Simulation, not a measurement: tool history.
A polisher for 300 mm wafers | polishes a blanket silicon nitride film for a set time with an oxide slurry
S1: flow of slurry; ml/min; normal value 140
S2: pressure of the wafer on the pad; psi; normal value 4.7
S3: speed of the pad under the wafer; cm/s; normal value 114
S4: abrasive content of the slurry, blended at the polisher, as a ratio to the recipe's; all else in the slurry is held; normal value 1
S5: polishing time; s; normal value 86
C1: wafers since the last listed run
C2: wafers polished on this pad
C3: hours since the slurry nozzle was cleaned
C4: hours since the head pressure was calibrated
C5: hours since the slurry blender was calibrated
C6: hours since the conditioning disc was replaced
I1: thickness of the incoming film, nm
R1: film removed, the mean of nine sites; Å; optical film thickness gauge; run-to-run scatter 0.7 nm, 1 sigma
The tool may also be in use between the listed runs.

| run | day | S1 | S2 | S3 | S4 | S5 | C1 | C2 | C3 | C4 | C5 | C6 | I1 | R1 |
|---|---|---|---|---|---|---|---|---|---|---|---|---|---|---|
| 1 | 0 | 140 | 4.7 | 132 | 1 | 86 | 0 | 1533 | 17.2 | 230.6 | 82.5 | 65.4 | 485.6 | 988 |
| 2 | 1.162 | 140 | 4.7 | 132 | 1 | 86 | 308 | 1841 | 45.1 | 258.5 | 110.4 | 93.3 | 478 | 975 |
|  | 2.842 | head pressure recalibrated |
|  | 3.721 | worn pad replaced by a new one |
| 3 | 3.742 | 140 | 4.7 | 132 | 1 | 86 | 617 | 5 | 107 | 21.6 | 172.3 | 155.2 | 483.2 | 959 |
|  | 6.392 | slurry blender recalibrated |
| 4 | 8.192 | 140 | 3.9 | 114 | 1.1 | 86 | 1157 | 1162 | 213.8 | 128.4 | 43.2 | 262 | 476 | 734 |
|  | 8.971 | conditioning disc replaced and pad reconditioned |
| 5 | 10.904 | 140 | 3.9 | 114 | 1.1 | 86 | 696 | 1859 | 278.9 | 193.5 | 108.3 | 46.4 | 476.5 | 798 |
| 6 | 12.246 | 140 | 5.7 | 114 | 0.8 | 86 | 355 | 2215 | 311.1 | 225.7 | 140.5 | 78.6 | 488.1 | 958 |
|  | 13.346 | worn pad replaced by a new one |
| 7 | 13.367 | 140 | 4.7 | 114 | 1 | 86 | 252 | 5 | 338 | 252.6 | 167.4 | 105.5 | 472 | 882 |
|  | 14.633 | slurry nozzle cleaned |
| 8 | 15.7 | 140 | 4.7 | 114 | 1 | 86 | 607 | 612 | 25.6 | 308.6 | 223.4 | 161.5 | 485.3 | 868 |
|  | 15.9 | slurry blender recalibrated |
|  | 16.112 | head pressure recalibrated |
| 9 | 17.567 | 140 | 4.7 | 114 | 1 | 86 | 450 | 1063 | 70.4 | 34.9 | 40 | 206.3 | 478.5 | 853 |
| 10 | 18.821 | 140 | 4.7 | 114 | 1 | 86 | 332 | 1395 | 100.5 | 65 | 70.1 | 236.4 | 470.9 | 835 |
|  | 19.112 | conditioning disc replaced and pad reconditioned |
|  | 20.888 | worn pad replaced by a new one |
| 11 | 21.021 | 140 | 4.7 | 114 | 1 | 86 | 516 | 35 | 153.3 | 117.8 | 122.9 | 45.8 | 475.3 | 893 |
| 12 | 22.304 | 140 | 4.7 | 88 | 1 | 86 | 340 | 375 | 184.1 | 148.6 | 153.7 | 76.6 | 487.9 | 737 |
| 13 | 24.362 | 140 | 5.9 | 114 | 1 | 86 | 545 | 921 | 233.5 | 198 | 203.1 | 126 | 476 | 1057 |
|  | 25.246 | slurry blender recalibrated |
| 14 | 26.917 | 175 | 3.6 | 74 | 1.1 | 86 | 655 | 1576 | 294.8 | 259.3 | 40.1 | 187.3 | 479.3 | 538 |
|  | 28.542 | worn pad replaced by a new one |
|  | 29.112 | conditioning disc replaced and pad reconditioned |
|  | 29.608 | head pressure recalibrated |
| 15 | 29.729 | 175 | 4.7 | 114 | 1 | 116 | 657 | 271 | 362.3 | 2.9 | 107.6 | 14.8 | 480.9 | 1263 |
|  | 30.121 | slurry nozzle cleaned |
| 16 | 30.821 | 140 | 3.7 | 104 | 1.15 | 95 | 278 | 549 | 16.8 | 29.1 | 133.8 | 41 | 481.4 | 804 |
| 17 | 32.517 | 100 | 4.7 | 150 | 1 | 86 | 449 | 998 | 57.5 | 69.8 | 174.5 | 81.7 | 482 | 1008 |
|  | 33.392 | slurry blender recalibrated |
| 18 | 34.367 | 105 | 4.7 | 114 | 1 | 86 | 468 | 1467 | 101.9 | 114.2 | 23.4 | 126.1 | 479.4 | 823 |
| 19 | 35.983 | 140 | 4.7 | 114 | 1 | 86 | 428 | 1895 | 140.7 | 153 | 62.2 | 164.9 | 469.9 | 863 |
|  | 36.562 | worn pad replaced by a new one |
| 20 | 37.758 | 140 | 4.3 | 128 | 1.3 | 86 | 426 | 317 | 183.3 | 195.6 | 104.8 | 207.5 | 475.8 | 934 |
| 21 | 40.588 | 160 | 4.7 | 114 | 1 | 106 | 750 | 1067 | 251.2 | 263.5 | 172.7 | 275.4 | 476.2 | 1053 |
|  | 41.592 | conditioning disc replaced and pad reconditioned |
| 22 | 41.767 | 140 | 4.7 | 114 | 1 | 78 | 290 | 1357 | 279.5 | 291.8 | 201 | 4.2 | 488.8 | 830 |
|  | 43.208 | slurry blender recalibrated |
| 23 | 43.229 | 140 | 4.7 | 114 | 1 | 86 | 365 | 1723 | 314.6 | 326.9 | 0.5 | 39.3 | 473.5 | 887 |

Describe how what the log doesn't record of the tool's condition differs between the last listed run preceding each entry between runs and the first listed run following it.
Logged between run 2 and run 3: head pressure recalibrated (day 2.842); worn pad replaced by a new one (day 3.721)
  time polished since the conditioner stopped cutting, s: 44 -> 67.1
  measured minus no-state result, R1: -49 -> -72 Å
Logged between run 3 and run 4: slurry blender recalibrated (day 6.392)
  time polished since the conditioner stopped cutting, s: 67.1 -> 107
  measured minus no-state result, R1: -72 -> -66 Å
Logged between run 4 and run 5: conditioning disc replaced and pad reconditioned (day 8.971)
  time polished since the conditioner stopped cutting, s: 107 -> 23.1
  measured minus no-state result, R1: -66 -> -16 Å
Logged between run 6 and run 7: worn pad replaced by a new one (day 13.346)
  time polished since the conditioner stopped cutting, s: 35 -> 45
  measured minus no-state result, R1: -39 -> -40 Å
Logged between run 7 and run 8: slurry nozzle cleaned (day 14.633)
  time polished since the conditioner stopped cutting, s: 45 -> 65.9
  measured minus no-state result, R1: -40 -> -56 Å
Logged between run 8 and run 9: slurry blender recalibrated (day 15.9); head pressure recalibrated (day 16.112)
  time polished since the conditioner stopped cutting, s: 65.9 -> 82.6
  measured minus no-state result, R1: -56 -> -68 Å
Logged between run 10 and run 11: conditioning disc replaced and pad reconditioned (day 19.112); worn pad replaced by a new one (day 20.888)
  time polished since the conditioner stopped cutting, s: 93.8 -> 17.8
  measured minus no-state result, R1: -76 -> -16 Å
Logged between run 13 and run 14: slurry blender recalibrated (day 25.246)
  time polished since the conditioner stopped cutting, s: 47.6 -> 70.4
  measured minus no-state result, R1: -60 -> -21 Å
Logged between run 14 and run 15: worn pad replaced by a new one (day 28.542); conditioning disc replaced and pad reconditioned (day 29.112); head pressure recalibrated (day 29.608)
  time polished since the conditioner stopped cutting, s: 70.4 -> 13.5
  measured minus no-state result, R1: -21 -> -17 Å
Logged between run 15 and run 16: slurry nozzle cleaned (day 30.121)
  time polished since the conditioner stopped cutting, s: 13.5 -> 23.2
  measured minus no-state result, R1: -17 -> -15 Å
Logged between run 17 and run 18: slurry blender recalibrated (day 33.392)
  time polished since the conditioner stopped cutting, s: 38.4 -> 54.9
  measured minus no-state result, R1: -50 -> -45 Å
Logged between run 19 and run 20: worn pad replaced by a new one (day 36.562)
  time polished since the conditioner stopped cutting, s: 69.3 -> 85.2
  measured minus no-state result, R1: -59 -> -81 Å
Logged between run 21 and run 22: conditioning disc replaced and pad reconditioned (day 41.592)
  time polished since the conditioner stopped cutting, s: 110 -> 5.64
  measured minus no-state result, R1: -111 -> -5 Å
Logged between run 22 and run 23: slurry blender recalibrated (day 43.208)
  time polished since the conditioner stopped cutting, s: 5.64 -> 18.7
  measured minus no-state result, R1: -5 -> -17 Å
